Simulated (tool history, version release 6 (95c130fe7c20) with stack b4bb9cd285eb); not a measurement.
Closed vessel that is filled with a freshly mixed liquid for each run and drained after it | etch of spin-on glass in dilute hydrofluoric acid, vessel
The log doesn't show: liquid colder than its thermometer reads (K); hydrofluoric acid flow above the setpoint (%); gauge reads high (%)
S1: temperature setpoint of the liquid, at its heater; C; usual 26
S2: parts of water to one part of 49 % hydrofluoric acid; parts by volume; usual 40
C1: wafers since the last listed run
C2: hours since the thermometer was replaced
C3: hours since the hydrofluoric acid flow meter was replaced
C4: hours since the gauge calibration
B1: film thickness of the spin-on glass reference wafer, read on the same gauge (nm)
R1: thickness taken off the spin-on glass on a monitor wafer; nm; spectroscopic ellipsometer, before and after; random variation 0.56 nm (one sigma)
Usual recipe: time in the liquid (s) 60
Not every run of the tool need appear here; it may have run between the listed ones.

{"run": 1, "hour": 0.0, "S1": 26, "S2": 35, "time in the liquid (s)": 60, "C1": 0, "C2": 2278.5, "C3": 620.4, "C4": 89, "B1": 139.97, "R1": 84.94}
{"run": 2, "hour": 11.2, "S1": 26, "S2": 40, "time in the liquid (s)": 60, "C1": 1471, "C2": 2289.7, "C3": 631.6, "C4": 100.2, "B1": 139.98, "R1": 74.52}
{"run": 3, "hour": 26.2, "S1": 26, "S2": 40, "time in the liquid (s)": 60, "C1": 1970, "C2": 2304.7, "C3": 646.6, "C4": 115.2, "B1": 139.97, "R1": 74.63}
{"run": 4, "hour": 37.0, "S1": 26, "S2": 40, "time in the liquid (s)": 60, "C1": 1418, "C2": 2315.5, "C3": 657.4, "C4": 126, "B1": 139.96, "R1": 73.53}
{"run": 5, "hour": 47.5, "S1": 26, "S2": 40, "time in the liquid (s)": 60, "C1": 1379, "C2": 2326, "C3": 667.9, "C4": 136.5, "B1": 140.02, "R1": 74.89}
{"run": 6, "hour": 58.5, "S1": 26, "S2": 40, "time in the liquid (s)": 60, "C1": 1445, "C2": 2337, "C3": 678.9, "C4": 147.5, "B1": 140.06, "R1": 74.71}
{"run": 7, "hour": 75.1, "S1": 26, "S2": 40, "time in the liquid (s)": 60, "C1": 2180, "C2": 2353.6, "C3": 695.5, "C4": 164.1, "B1": 140, "R1": 74.86}
{"hour": 78.8, "done": "gauge calibrated"}
{"run": 8, "hour": 88.4, "S1": 26, "S2": 40, "time in the liquid (s)": 60, "C1": 1747, "C2": 2366.9, "C3": 708.8, "C4": 9.6, "B1": 140.01, "R1": 74.4}
{"run": 9, "hour": 99.9, "S1": 26, "S2": 40, "time in the liquid (s)": 60, "C1": 1510, "C2": 2378.4, "C3": 720.3, "C4": 21.1, "B1": 140.03, "R1": 73.56}
{"run": 10, "hour": 108.7, "S1": 26, "S2": 40, "time in the liquid (s)": 60, "C1": 1156, "C2": 2387.2, "C3": 729.1, "C4": 29.9, "B1": 140.04, "R1": 74.64}
{"run": 11, "hour": 116.8, "S1": 26, "S2": 40, "time in the liquid (s)": 60, "C1": 1064, "C2": 2395.3, "C3": 737.2, "C4": 38, "B1": 140.01, "R1": 74.53}
{"run": 12, "hour": 132.9, "S1": 22, "S2": 50, "time in the liquid (s)": 30, "C1": 2115, "C2": 2411.4, "C3": 753.3, "C4": 54.1, "B1": 140.02, "R1": 24.73}
{"run": 13, "hour": 167.8, "S1": 21, "S2": 55, "time in the liquid (s)": 75, "C1": 4584, "C2": 2446.3, "C3": 788.2, "C4": 89, "B1": 140.03, "R1": 53.39}
{"run": 14, "hour": 178.3, "S1": 26, "S2": 40, "time in the liquid (s)": 60, "C1": 1379, "C2": 2456.8, "C3": 798.7, "C4": 99.5, "B1": 140, "R1": 74.75}
{"run": 15, "hour": 191.6, "S1": 22, "S2": 25, "time in the liquid (s)": 30, "C1": 1747, "C2": 2470.1, "C3": 812, "C4": 112.8, "B1": 139.97, "R1": 51.46}
{"run": 16, "hour": 198.5, "S1": 21, "S2": 25, "time in the liquid (s)": 45, "C1": 906, "C2": 2477, "C3": 818.9, "C4": 119.7, "B1": 140.02, "R1": 73.55}
{"run": 17, "hour": 211.9, "S1": 31, "S2": 55, "time in the liquid (s)": 80, "C1": 1760, "C2": 2490.4, "C3": 832.3, "C4": 133.1, "B1": 139.98, "R1": 86.65}

Run 18, settings as shown, results not yet in. Your forecast:
{"hour": 215.3, "done": "hydrofluoric acid flow meter replaced"}
{"run": 18, "hour": 222.4, "S1": 29.5, "S2": 40, "time in the liquid (s)": 70, "C1": 1248, "C2": 2500.9, "C3": 7.1, "C4": 143.6, "B1": "?", "R1": "?"}

B1: 139.95
R1: 101.1 nm
Take away the tool's hidden state, keep the run-to-run variation as it was, and the same run would have given R1 101.1 nm.

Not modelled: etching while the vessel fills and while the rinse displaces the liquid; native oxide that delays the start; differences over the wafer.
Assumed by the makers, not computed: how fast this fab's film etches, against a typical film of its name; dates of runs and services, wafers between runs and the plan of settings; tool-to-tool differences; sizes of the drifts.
